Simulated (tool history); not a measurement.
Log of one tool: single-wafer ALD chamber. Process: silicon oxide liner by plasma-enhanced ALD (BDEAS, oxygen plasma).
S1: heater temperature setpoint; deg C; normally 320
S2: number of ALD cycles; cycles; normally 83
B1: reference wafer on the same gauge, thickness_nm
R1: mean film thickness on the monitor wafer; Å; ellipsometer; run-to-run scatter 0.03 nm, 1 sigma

Run 1, day 0.000: usual settings; B1 6.605. Result: R1 70.68 Å.
Run 2, day 2.221: usual settings; B1 6.590. Result: R1 71.21 Å.
Run 3, day 4.500: usual settings; B1 6.604. Result: R1 70.28 Å.
Run 4, day 8.600: usual settings but S2 90 cycles; B1 6.598. Result: R1 76.66 Å.
Run 5, day 12.638: usual settings but S2 78 cycles; B1 6.592. Result: R1 66.53 Å.
Run 6, day 15.138: usual settings but S2 78 cycles; B1 6.604. Result: R1 65.89 Å.
Run 7, day 19.488: usual settings but S2 78 cycles; B1 6.604. Result: R1 66.03 Å.
At day 21.750: thermocouple changed; heater temperature recalibrated.
Run 8, day 22.229: usual settings but S1 310 deg C, S2 77 cycles; B1 6.597. Result: R1 66.77 Å.
Run 9, day 24.550: usual settings but S1 326 deg C; B1 6.612. Result: R1 70.00 Å.
Run 10, day 26.462: usual settings but S1 313 deg C; B1 6.600. Result: R1 71.21 Å.
At day 32.946: gauge calibrated.
Run 11, day 34.450: usual settings but S1 335 deg C, S2 93 cycles; B1 6.599. Result: R1 77.36 Å.
Run 12, day 36.208: usual settings but S1 308 deg C, S2 69 cycles; B1 6.590. Result: R1 59.48 Å.
Run 13, day 40.371: usual settings but S2 94 cycles; B1 6.598. Result: R1 80.04 Å.
Run 14, day 43.258: usual settings but S1 332 deg C, S2 69 cycles; B1 6.606. Result: R1 57.81 Å.

Run 15, settings as shown, results not yet in. Your forecast:
Run 15, day 47.054: usual settings; B1 ?. Result: R1 ?.

Run 15 measured B1 6.592, R1 70.39 Å.
On a tool with no hidden condition, and with the same random variation, this run would have come out at R1 70.39 Å.
